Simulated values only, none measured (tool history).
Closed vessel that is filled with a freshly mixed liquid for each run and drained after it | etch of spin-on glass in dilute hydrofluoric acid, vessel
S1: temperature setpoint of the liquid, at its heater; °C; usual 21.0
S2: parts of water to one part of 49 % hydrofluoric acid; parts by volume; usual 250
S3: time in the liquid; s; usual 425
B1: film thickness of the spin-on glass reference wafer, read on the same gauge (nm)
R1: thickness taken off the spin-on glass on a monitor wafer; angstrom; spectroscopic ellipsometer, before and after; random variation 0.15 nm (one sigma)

| run | hour | S1 | S2 | S3 | B1 | R1 |
|---|---|---|---|---|---|---|
| 1 | 0.0 | 19.5 | 250 | 300 | 29.97 | 235.1 |
| 2 | 50.1 | 19.5 | 250 | 300 | 30.00 | 234.5 |
| 3 | 57.0 | 21.0 | 200 | 530 | 30.03 | 577.7 |
| 4 | 74.0 | 21.0 | 200 | 530 | 30.00 | 572.3 |
| 5 | 86.9 | 21.0 | 250 | 425 | 29.99 | 350.3 |
| 6 | 103.5 | 21.0 | 250 | 425 | 30.00 | 348.8 |
|  | 117.6 | gauge calibrated |
| 7 | 119.5 | 21.0 | 250 | 425 | 30.04 | 348.3 |
| 8 | 134.3 | 21.0 | 250 | 425 | 29.95 | 348.0 |
| 9 | 149.3 | 21.0 | 250 | 425 | 29.96 | 345.4 |
|  | 161.2 | hydrofluoric acid flow meter replaced |
| 10 | 161.7 | 23.0 | 155 | 425 | 30.03 | 795.6 |
|  | 174.4 | thermometer replaced |
| 11 | 177.3 | 24.0 | 300 | 260 | 29.97 | 223.9 |
| 12 | 203.9 | 21.0 | 250 | 515 | 30.03 | 501.9 |
| 13 | 211.4 | 19.5 | 155 | 190 | 30.01 | 310.0 |
| 14 | 228.0 | 21.0 | 250 | 310 | 29.98 | 300.1 |

The same runs without the tool's hidden state, with the same run-to-run variation:
The hidden state here: liquid colder than its thermometer reads (K); hydrofluoric acid flow below the setpoint (%); gauge reads high (%).
| run | R1 |
|---|---|
| 1 | 278.9 |
| 2 | 279.4 |
| 3 | 685.6 |
| 4 | 680.2 |
| 5 | 419.1 |
| 6 | 418.0 |
| 7 | 417.9 |
| 8 | 418.1 |
| 9 | 415.5 |
| 10 | 800.2 |
| 11 | 225.6 |
| 12 | 506.5 |
| 13 | 312.8 |
| 14 | 303.4 |
